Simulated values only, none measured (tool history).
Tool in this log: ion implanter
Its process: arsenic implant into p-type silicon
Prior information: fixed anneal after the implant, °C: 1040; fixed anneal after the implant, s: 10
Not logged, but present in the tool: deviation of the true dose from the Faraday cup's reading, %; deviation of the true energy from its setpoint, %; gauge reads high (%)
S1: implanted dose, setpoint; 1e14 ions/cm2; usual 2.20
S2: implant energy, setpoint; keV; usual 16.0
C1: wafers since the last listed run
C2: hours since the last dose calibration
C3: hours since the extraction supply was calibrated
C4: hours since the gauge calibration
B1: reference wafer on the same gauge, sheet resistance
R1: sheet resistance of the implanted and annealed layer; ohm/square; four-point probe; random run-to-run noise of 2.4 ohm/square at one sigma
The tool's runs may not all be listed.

run 1 day=0.000 | S1=2.20 S2=16.0 | C1=0 C2=883.6 C3=1776.9 C4=605.7 | B1=442.35 | R1=413.09
run 2 day=4.417 | S1=2.20 S2=16.0 | C1=1605 C2=989.6 C3=1882.9 C4=711.7 | B1=441.97 | R1=412.85
run 3 day=7.700 | S1=2.20 S2=16.0 | C1=1193 C2=1068.4 C3=1961.7 C4=790.5 | B1=441.59 | R1=413.66
run 4 day=10.888 | S1=2.20 S2=13.5 | C1=1158 C2=1144.9 C3=2038.2 C4=867.0 | B1=441.80 | R1=420.69
run 5 day=14.738 | S1=2.20 S2=16.0 | C1=1399 C2=1237.3 C3=2130.6 C4=959.4 | B1=442.01 | R1=412.98
run 6 day=19.167 | S1=2.20 S2=16.0 | C1=1610 C2=1343.6 C3=2236.9 C4=1065.7 | B1=442.03 | R1=413.02
run 7 day=20.671 | S1=2.20 S2=16.0 | C1=546 C2=1379.7 C3=2273.0 C4=1101.8 | B1=441.99 | R1=409.76
run 8 day=23.983 | S1=1.93 S2=16.0 | C1=1204 C2=1459.2 C3=2352.5 C4=1181.3 | B1=441.66 | R1=448.89
run 9 day=25.529 | S1=1.93 S2=16.0 | C1=562 C2=1496.3 C3=2389.6 C4=1218.4 | B1=441.95 | R1=453.78
run 10 day=28.888 | S1=1.84 S2=14.5 | C1=1221 C2=1576.9 C3=2470.2 C4=1299.0 | B1=441.86 | R1=470.14
-- day=30.067 Faraday cup replaced and dose calibrated
run 11 day=32.167 | S1=2.20 S2=16.0 | C1=1071 C2=50.4 C3=2548.9 C4=1377.7 | B1=441.50 | R1=428.40
run 12 day=35.612 | S1=2.20 S2=18.5 | C1=1252 C2=133.1 C3=2631.6 C4=1460.4 | B1=441.62 | R1=420.77
run 13 day=37.717 | S1=2.20 S2=18.5 | C1=765 C2=183.6 C3=2682.1 C4=1510.9 | B1=441.96 | R1=415.21
run 14 day=40.162 | S1=2.20 S2=16.0 | C1=889 C2=242.3 C3=2740.8 C4=1569.6 | B1=442.13 | R1=427.12
run 15 day=44.554 | S1=2.20 S2=16.0 | C1=1596 C2=347.7 C3=2846.2 C4=1675.0 | B1=442.19 | R1=427.25
run 16 day=47.592 | S1=2.84 S2=13.0 | C1=1104 C2=420.6 C3=2919.1 C4=1747.9 | B1=442.16 | R1=358.39
run 17 day=51.850 | S1=1.61 S2=19.5 | C1=1548 C2=522.8 C3=3021.3 C4=1850.1 | B1=441.90 | R1=515.67
-- day=52.388 extraction supply calibrated
run 18 day=55.367 | S1=2.83 S2=14.5 | C1=1157 C2=607.2 C3=71.5 C4=1934.5 | B1=441.81 | R1=355.44
run 19 day=57.767 | S1=2.20 S2=14.0 | C1=872 C2=664.8 C3=129.1 C4=1992.1 | B1=442.11 | R1=425.13
-- day=59.408 gauge calibrated
run 20 day=61.362 | S1=1.94 S2=18.5 | C1=1307 C2=751.1 C3=215.4 C4=46.9 | B1=441.74 | R1=455.33
run 21 day=63.671 | S1=2.41 S2=13.0 | C1=839 C2=806.5 C3=270.8 C4=102.3 | B1=441.65 | R1=402.45
run 22 day=67.650 | S1=2.81 S2=13.0 | C1=1446 C2=902.0 C3=366.3 C4=197.8 | B1=442.49 | R1=353.95
run 23 day=71.162 | S1=2.82 S2=13.5 | C1=1277 C2=986.3 C3=450.6 C4=282.1 | B1=441.73 | R1=352.58
run 24 day=74.467 | S1=2.20 S2=16.0 | C1=1201 C2=1065.6 C3=529.9 C4=361.4 | B1=442.07 | R1=418.75
run 25 day=80.629 | S1=2.82 S2=10.5 | C1=2240 C2=1213.5 C3=677.8 C4=509.3 | B1=442.44 | R1=360.03
run 26 day=83.638 | S1=1.67 S2=10.5 | C1=1093 C2=1285.7 C3=750.0 C4=581.5 | B1=442.10 | R1=540.11
-- day=85.929 Faraday cup replaced and dose calibrated
run 27 day=87.904 | S1=2.20 S2=16.0 | C1=1430 C2=47.4 C3=852.4 C4=683.9 | B1=442.53 | R1=419.21
run 28 day=90.583 | S1=2.37 S2=10.5 | C1=974 C2=111.7 C3=916.7 C4=748.2 | B1=441.79 | R1=417.66

Consider 3 possible next runs. They are alternatives, not a sequence: every one starts from the tool as it was left by run 28. What does each give?
run A day=90.600 | S1=2.20 S2=19.5 | C1=6 C2=112.1 C3=917.1 C4=748.6 | B1=? | R1=?
run B day=90.600 | S1=1.84 S2=16.0 | C1=6 C2=112.1 C3=917.1 C4=748.6 | B1=? | R1=?
run C day=90.600 | S1=1.67 S2=12.5 | C1=6 C2=112.1 C3=917.1 C4=748.6 | B1=? | R1=?

run=A B1=442.53 R1=413.34
run=B B1=442.53 R1=485.22
run=C B1=442.53 R1=538.42
With the hidden condition removed and each run's random variation left untouched, the same runs would have given:
run=A R1=411.95
run=B R1=483.59
run=C R1=536.59
